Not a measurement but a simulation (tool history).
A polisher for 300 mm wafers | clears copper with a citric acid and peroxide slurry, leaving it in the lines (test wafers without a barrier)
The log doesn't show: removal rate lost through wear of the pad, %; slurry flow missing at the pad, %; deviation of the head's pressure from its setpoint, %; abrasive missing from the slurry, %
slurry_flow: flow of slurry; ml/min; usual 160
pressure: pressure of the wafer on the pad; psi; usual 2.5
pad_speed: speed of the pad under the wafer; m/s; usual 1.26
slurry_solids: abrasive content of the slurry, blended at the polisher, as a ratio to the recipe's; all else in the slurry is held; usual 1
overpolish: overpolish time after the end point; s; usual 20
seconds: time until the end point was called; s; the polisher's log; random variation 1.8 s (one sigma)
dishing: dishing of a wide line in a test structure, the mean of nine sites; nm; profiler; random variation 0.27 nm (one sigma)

run,hour,slurry_flow,pressure,pad_speed,slurry_solids,overpolish,wafers since the last listed run,wafers polished on this pad,hours since the slurry nozzle was cleaned,hours since the head pressure was calibrated,hours since the slurry blender was calibrated,"incoming thickness of the incoming film, nm",seconds,dishing
1,0,160,2.5,1.26,1,20,0,1164,332.2,973.4,287,357.6,174.2,24.9
2,46.1,160,2.2,1.26,1,20,320,1485,378.3,1019.5,333.1,355.4,196,21.8
# hour 70.2: slurry blender recalibrated
# hour 71.4: slurry nozzle cleaned
3,75.7,160,2.2,1.26,1,20,185,1670,4.3,1049.1,5.5,348.1,194.5,22.2
# hour 205.8: worn pad replaced by a new one
4,245,160,2.2,1.26,1,20,1150,272,173.6,1218.4,174.8,348.5,193.3,22.2
5,302.1,160,2.5,1.12,1,20,397,669,230.7,1275.5,231.9,359.4,195.8,22.6
6,367.6,160,2.5,1.26,1,20,455,1125,296.2,1341,297.4,353.9,172.9,23.9
# hour 370.6: slurry blender recalibrated
# hour 377.8: slurry nozzle cleaned
7,404,160,2.5,1.26,1,20,232,1358,26.2,1377.4,33.4,356,174,25.2
8,429.3,160,2.5,1.26,1,20,176,1534,51.5,1402.7,58.7,358.9,173.4,24.3
9,581.2,195,2.5,1.26,1,20,1057,2591,203.4,1554.6,210.6,358.3,166.5,25.3
# hour 593.1: worn pad replaced by a new one
# hour 607.8: head pressure recalibrated
10,650.4,160,2.5,0.94,1,15,439,384,272.6,42.6,279.8,355.1,231.1,15.2
11,697.6,160,2.5,0.94,1,15,328,713,319.8,89.8,327,354.4,231.8,15.2
# hour 709.6: slurry nozzle cleaned
# hour 709.8: slurry blender recalibrated
12,758,160,2.5,0.94,1,15,412,1125,48.4,150.2,48.2,351,227,15.2
13,823.4,160,2.5,1.26,1.2,20,455,1580,113.8,215.6,113.6,353.5,170.3,25.3
14,883.1,205,2.5,0.9,0.7,10,415,1995,173.5,275.3,173.3,358.3,241.9,10.2
15,911.9,160,2.5,1.66,1,20,200,2196,202.3,304.1,202.1,356.3,131.7,29.8
16,939.4,160,2.5,0.94,0.8,20,191,2387,229.8,331.6,229.6,354.8,237.7,19.5
17,977.7,160,2.2,1.54,1.1,20,266,2654,268.1,369.9,267.9,354.2,156.8,26.3
# hour 983.4: worn pad replaced by a new one
18,1008.6,160,1.8,1.7,1.1,20,187,175,299,400.8,298.8,353.9,175.2,24
19,1041.4,105,2.5,1.14,1,16,228,403,331.8,433.6,331.6,356.7,203.3,17.9
# hour 1054.7: slurry nozzle cleaned
20,1070.4,160,2.5,1.26,1.2,20,194,598,15.7,462.6,360.6,356,168.2,24.7
# hour 1083.4: slurry blender recalibrated
21,1095.2,160,2.5,0.84,1.2,20,158,756,40.5,487.4,11.8,352.2,245.9,18.2
22,1162.6,180,2.1,1.54,0.7,20,469,1225,107.9,554.8,79.2,354.1,173,24.6
23,1220,160,2.5,1.26,1,20,399,1625,165.3,612.2,136.6,351,173.1,24.9
24,1267.1,160,3.2,1.26,1,20,327,1953,212.4,659.3,183.7,353.4,134.3,30.2
25,1331.9,160,2.5,1.26,1,20,450,2403,277.2,724.1,248.5,350,170.5,24.6
# hour 1348.7: worn pad replaced by a new one
26,1377,115,2.5,1.26,1,13,286,196,322.3,769.2,293.6,352.1,179.7,16.4
# hour 1385.1: slurry blender recalibrated
# hour 1388.3: slurry nozzle cleaned
27,1554,160,2.5,1.26,1,20,1210,1407,165.7,946.2,168.9,354.5,174.7,24.6
28,1579.4,160,2.5,1.02,1,20,176,1584,191.1,971.6,194.3,355.2,210.5,21.1
29,1610,160,1.8,1.14,1,20,212,1797,221.7,1002.2,224.9,354.3,262.3,17.3

3 ways to go on from here, each from the tool as it stands after run 29. What would each give?
A,1610.5,120,2.5,1.26,1,20,3,1800,222.2,1002.7,225.4,355.4,?,?
B,1610.5,160,2.5,0.92,1.25,20,3,1800,222.2,1002.7,225.4,355.4,?,?
C,1610.5,175,2.5,1.68,1.1,14,3,1800,222.2,1002.7,225.4,355.4,?,?

run,seconds,dishing
A,179.4,23.8
B,226.9,19.7
C,126.4,23.7
Without the tool's hidden state the same runs would have given:
run,seconds,dishing
A,179.4,23.8
B,226.9,19.7
C,126.4,23.7
